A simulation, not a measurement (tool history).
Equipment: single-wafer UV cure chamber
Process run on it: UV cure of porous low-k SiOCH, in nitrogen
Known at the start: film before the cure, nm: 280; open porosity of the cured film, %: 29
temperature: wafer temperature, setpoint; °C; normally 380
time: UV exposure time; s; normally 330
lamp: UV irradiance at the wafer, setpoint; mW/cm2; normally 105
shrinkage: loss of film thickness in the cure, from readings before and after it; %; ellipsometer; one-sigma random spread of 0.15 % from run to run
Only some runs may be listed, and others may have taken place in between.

{"run": 1, "hour": 0.0, "temperature": 380, "time": 330, "lamp": 130, "shrinkage": 16}
{"run": 2, "hour": 16.8, "temperature": 380, "time": 255, "lamp": 89, "shrinkage": 12.473}
{"run": 3, "hour": 42.3, "temperature": 380, "time": 255, "lamp": 89, "shrinkage": 12.974}
{"run": 4, "hour": 55.2, "temperature": 380, "time": 330, "lamp": 105, "shrinkage": 14.92}
{"run": 5, "hour": 90.5, "temperature": 380, "time": 330, "lamp": 105, "shrinkage": 14.547}
{"run": 6, "hour": 108.0, "temperature": 380, "time": 330, "lamp": 105, "shrinkage": 14.563}
{"run": 7, "hour": 127.2, "temperature": 380, "time": 330, "lamp": 105, "shrinkage": 14.434}
{"run": 8, "hour": 158.4, "temperature": 380, "time": 330, "lamp": 105, "shrinkage": 14.682}
{"run": 9, "hour": 176.8, "temperature": 380, "time": 330, "lamp": 105, "shrinkage": 14.495}
{"run": 10, "hour": 192.9, "temperature": 380, "time": 330, "lamp": 105, "shrinkage": 14.675}
{"run": 11, "hour": 217.8, "temperature": 380, "time": 330, "lamp": 105, "shrinkage": 14.161}
{"run": 12, "hour": 252.2, "temperature": 380, "time": 330, "lamp": 105, "shrinkage": 14.054}
{"run": 13, "hour": 268.4, "temperature": 380, "time": 330, "lamp": 105, "shrinkage": 14.109}
{"run": 14, "hour": 290.2, "temperature": 380, "time": 330, "lamp": 105, "shrinkage": 13.86}
{"run": 15, "hour": 318.5, "temperature": 380, "time": 330, "lamp": 105, "shrinkage": 13.892}
{"run": 16, "hour": 334.0, "temperature": 380, "time": 330, "lamp": 105, "shrinkage": 13.692}
{"hour": 355.7, "done": "quartz window cleaned"}
{"run": 17, "hour": 365.5, "temperature": 380, "time": 330, "lamp": 105, "shrinkage": 15.054}
{"run": 18, "hour": 387.1, "temperature": 380, "time": 330, "lamp": 105, "shrinkage": 15.084}
{"run": 19, "hour": 401.8, "temperature": 380, "time": 330, "lamp": 105, "shrinkage": 15.214}
{"run": 20, "hour": 431.1, "temperature": 380, "time": 330, "lamp": 105, "shrinkage": 15.169}
{"run": 21, "hour": 445.6, "temperature": 380, "time": 330, "lamp": 105, "shrinkage": 15.199}
{"run": 22, "hour": 474.2, "temperature": 380, "time": 330, "lamp": 105, "shrinkage": 15.249}
{"hour": 487.7, "done": "UV bulbs replaced"}
{"run": 23, "hour": 490.6, "temperature": 380, "time": 330, "lamp": 105, "shrinkage": 15.31}
{"run": 24, "hour": 505.1, "temperature": 380, "time": 330, "lamp": 105, "shrinkage": 14.97}
{"run": 25, "hour": 526.1, "temperature": 380, "time": 330, "lamp": 105, "shrinkage": 14.796}
{"run": 26, "hour": 541.1, "temperature": 399, "time": 330, "lamp": 137, "shrinkage": 16.856}
{"run": 27, "hour": 553.8, "temperature": 372, "time": 175, "lamp": 128, "shrinkage": 12.674}
{"run": 28, "hour": 586.1, "temperature": 386, "time": 225, "lamp": 105, "shrinkage": 13.307}
{"run": 29, "hour": 615.4, "temperature": 398, "time": 410, "lamp": 139, "shrinkage": 17.845}
{"run": 30, "hour": 639.4, "temperature": 397, "time": 200, "lamp": 116, "shrinkage": 13.204}
{"run": 31, "hour": 707.8, "temperature": 380, "time": 525, "lamp": 105, "shrinkage": 16.923}
{"run": 32, "hour": 737.8, "temperature": 388, "time": 135, "lamp": 81, "shrinkage": 9.231}
{"run": 33, "hour": 771.0, "temperature": 396, "time": 330, "lamp": 105, "shrinkage": 14.594}
{"run": 34, "hour": 786.0, "temperature": 380, "time": 165, "lamp": 105, "shrinkage": 10.962}
{"run": 35, "hour": 805.7, "temperature": 380, "time": 330, "lamp": 105, "shrinkage": 14.477}
{"run": 36, "hour": 838.3, "temperature": 386, "time": 500, "lamp": 68, "shrinkage": 14.19}
{"hour": 853.7, "done": "quartz window cleaned"}
{"run": 37, "hour": 854.2, "temperature": 380, "time": 470, "lamp": 105, "shrinkage": 16.676}
{"run": 38, "hour": 870.1, "temperature": 398, "time": 330, "lamp": 123, "shrinkage": 16.445}
{"run": 39, "hour": 885.7, "temperature": 397, "time": 385, "lamp": 105, "shrinkage": 16.341}
{"run": 40, "hour": 898.8, "temperature": 380, "time": 420, "lamp": 105, "shrinkage": 16.14}
{"run": 41, "hour": 931.3, "temperature": 380, "time": 420, "lamp": 68, "shrinkage": 13.863}
{"run": 42, "hour": 945.7, "temperature": 400, "time": 480, "lamp": 105, "shrinkage": 17.529}
{"run": 43, "hour": 969.3, "temperature": 380, "time": 330, "lamp": 105, "shrinkage": 15.183}
{"run": 44, "hour": 982.1, "temperature": 380, "time": 330, "lamp": 105, "shrinkage": 15.418}
{"run": 45, "hour": 998.6, "temperature": 380, "time": 465, "lamp": 143, "shrinkage": 18.366}
{"run": 46, "hour": 1032.4, "temperature": 397, "time": 330, "lamp": 105, "shrinkage": 15.488}
{"run": 47, "hour": 1061.0, "temperature": 392, "time": 190, "lamp": 105, "shrinkage": 12.432}
{"run": 48, "hour": 1077.2, "temperature": 380, "time": 330, "lamp": 105, "shrinkage": 14.764}
{"run": 49, "hour": 1093.2, "temperature": 380, "time": 225, "lamp": 105, "shrinkage": 13.061}

Some steps in shrinkage, run to run, broken into two amounts with sign: the step expected even without the hidden condition (settings, incoming material, random variation), and the rest, left for the hidden condition together with whatever gauge scatter is not in both the measured and the hidden-condition-free result:
Hidden state present: lamp output below its setpoint, %; transmission lost against a clean window, %.
Run 16 -> 17: quartz window cleaned. shrinkage +1.362 %: hidden state +1.276, all else +0.086.
Run 29 -> 30: temperature 398 -> 397, time 410 -> 200, lamp 139 -> 116. shrinkage -4.641 %: hidden state -0.03, all else -4.611.
Run 30 -> 31: temperature 397 -> 380, time 200 -> 525, lamp 116 -> 105. shrinkage +3.719 %: hidden state -0.18, all else +3.899.
Run 31 -> 32: temperature 380 -> 388, time 525 -> 135, lamp 105 -> 81. shrinkage -7.692 %: hidden state -0.021, all else -7.671.
Run 32 -> 33: temperature 388 -> 396, time 135 -> 330, lamp 81 -> 105. shrinkage +5.363 %: hidden state -0.154, all else +5.517.
Run 36 -> 37: temperature 386 -> 380, time 500 -> 470, lamp 68 -> 105, quartz window cleaned. shrinkage +2.486 %: hidden state +0.95, all else +1.536.
